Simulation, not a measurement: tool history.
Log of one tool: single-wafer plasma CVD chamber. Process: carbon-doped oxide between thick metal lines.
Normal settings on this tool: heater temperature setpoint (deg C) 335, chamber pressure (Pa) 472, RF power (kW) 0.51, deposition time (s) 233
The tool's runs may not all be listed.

run     day  heater temperature setpoint (deg C)  chamber pressure (Pa)  RF power (kW)  deposition time (s)  wafers since the last listed run  hours since the last thermocouple change  hours since the last RF generator calibration  hours since the last manometer calibration  hours since the showerhead was replaced  hours since the gauge calibration  read-back reference wafer on the same gauge, thickness_nm  mean film thickness on the monitor wafer (Å)
  1       0                                  335                    472           0.51                  233                                 0                                    1236.8                                         1040.7                                      1863.4                                   6937.5                              263.2                                                    1129.98                                      11590.79
  2     0.8                                  335                    472           0.51                  233                               208                                      1256                                         1059.9                                      1882.6                                   6956.7                              282.4                                                   1131.563                                      11537.34
  3   1.479                                  335                    472           0.51                  233                               176                                    1272.3                                         1076.2                                      1898.9                                     6973                              298.7                                                   1130.283                                       11551.1
  4   2.804                                  335                    472           0.51                  233                               344                                    1304.1                                           1108                                      1930.7                                   7004.8                              330.5                                                   1129.677                                      11579.12
      3.275  -- gauge calibrated
  5   3.988                                  335                    472           0.51                  233                               308                                    1332.5                                         1136.4                                      1959.1                                   7033.2                               17.1                                                    1130.62                                      11560.26
  6   5.379                                  335                    472           0.51                  233                               362                                    1365.9                                         1169.8                                      1992.5                                   7066.6                               50.5                                                   1129.619                                      11584.88
  7   6.821                                  342                    472           0.51                  246                               375                                    1400.5                                         1204.4                                      2027.1                                   7101.2                               85.1                                                   1130.665                                      11981.97
  8   7.396                                  342                    472           0.51                  246                               149                                    1414.3                                         1218.2                                      2040.9                                     7115                               98.9                                                   1130.441                                      11999.58
      8.083  -- capacitance manometer re-zeroed and calibrated
      8.242  -- showerhead replaced
  9   8.262                                  335                    407           0.51                  233                                97                                    1435.1                                           1239                                         4.3                                      0.5                              119.7                                                   1129.425                                      11429.06
 10  10.333                                  335                    407           0.51                  233                               539                                    1484.8                                         1288.7                                          54                                     50.2                              169.4                                                   1129.573                                       11441.5
 11  11.242                                  335                    407           0.51                  233                               236                                    1506.6                                         1310.5                                        75.8                                       72                              191.2                                                   1128.795                                      11439.07
 12  12.071                                  335                    472           0.45                  233                               215                                    1526.5                                         1330.4                                        95.7                                     91.9                              211.1                                                   1130.774                                      10901.39
 13  13.117                                  335                    472           0.51                  233                               272                                    1551.6                                         1355.5                                       120.8                                      117                              236.2                                                    1130.15                                      11619.78
 14  14.442                                  329                    472           0.51                  195                               344                                    1583.4                                         1387.3                                       152.6                                    148.8                                268                                                   1129.439                                       9911.38
 15    15.8                                  340                    383           0.57                  258                               353                                      1616                                         1419.9                                       185.2                                    181.4                              300.6                                                   1131.034                                      13058.61
 16  17.283                                  347                    431           0.42                  265                               386                                    1651.6                                         1455.5                                       220.8                                      217                              336.2                                                   1130.331                                      11504.07
 17  18.292                                  335                    472          0.485                  233                               262                                    1675.8                                         1479.7                                         245                                    241.2                              360.4                                                   1130.172                                      11319.04
     19.429  -- gauge calibrated
     19.875  -- thermocouple changed; heater temperature recalibrated
 18  19.896                                  329                    396           0.41                  203                               330                                       0.5                                         1518.2                                       283.5                                    279.7                               11.2                                                   1130.263                                       9091.91
 19  20.875                                  325                    472           0.51                  250                               254                                        24                                         1541.7                                         307                                    303.2                               34.7                                                   1129.569                                      12772.83
 20  21.554                                  330                    565          0.465                  233                               176                                      40.3                                           1558                                       323.3                                    319.5                                 51                                                   1130.349                                      11407.04
 21  22.583                                  335                    472           0.51                  233                               267                                        65                                         1582.7                                         348                                    344.2                               75.7                                                   1129.668                                      11555.73
     23.617  -- RF generator calibrated
 22  23.638                                  347                    373           0.44                  209                               187                                      90.3                                            0.5                                       373.3                                    369.5                                101                                                   1129.001                                       9213.27
 23  24.958                                  335                    435           0.61                  251                               343                                       122                                           32.2                                         405                                    401.2                              132.7                                                   1130.499                                      13488.23
 24  25.642                                  323                    472           0.61                  233                               177                                     138.4                                           48.6                                       421.4                                    417.6                              149.1                                                   1129.916                                      13049.98
 25  27.054                                  335                    472           0.51                  233                               367                                     172.3                                           82.5                                       455.3                                    451.5                                183                                                   1130.437                                      11626.18
 26  28.142                                  335                    556           0.56                  188                               283                                     198.4                                          108.6                                       481.4                                    477.6                              209.1                                                   1129.513                                       9976.36
 27  29.429                                  335                    472           0.51                  233                               335                                     229.3                                          139.5                                       512.3                                    508.5                                240                                                   1129.995                                      11592.56
 28  30.267                                  335                    472           0.51                  233                               218                                     249.4                                          159.6                                       532.4                                    528.6                              260.1                                                   1129.727                                      11594.34

Branching from run 28: 4 alternative next runs. What would each branch give?
  A  30.288                                  335                    472           0.51                  233                                 5                                     249.9                                          160.1                                       532.9                                    529.1                              260.6                                                          ?                                             ?
  B  30.288                                  335                    472           0.51                  212                                 5                                     249.9                                          160.1                                       532.9                                    529.1                              260.6                                                          ?                                             ?
  C  30.288                                  349                    564          0.435                  194                                 5                                     249.9                                          160.1                                       532.9                                    529.1                              260.6                                                          ?                                             ?
  D  30.288                                  328                    472          0.555                  233                                 5                                     249.9                                          160.1                                       532.9                                    529.1                              260.6                                                          ?                                             ?

run  read-back reference wafer on the same gauge, thickness_nm  mean film thickness on the monitor wafer (Å)
  A                                                   1130.219                                      11567.65
  B                                                   1130.219                                      10527.49
  C                                                   1130.219                                       8772.43
  D                                                   1130.219                                      12282.94
The same runs, with their run-to-run variation unchanged, on a tool lacking any hidden condition would have given:
run  mean film thickness on the monitor wafer (Å)
  A                                      11567.65
  B                                      10527.49
  C                                       8772.43
  D                                      12282.94

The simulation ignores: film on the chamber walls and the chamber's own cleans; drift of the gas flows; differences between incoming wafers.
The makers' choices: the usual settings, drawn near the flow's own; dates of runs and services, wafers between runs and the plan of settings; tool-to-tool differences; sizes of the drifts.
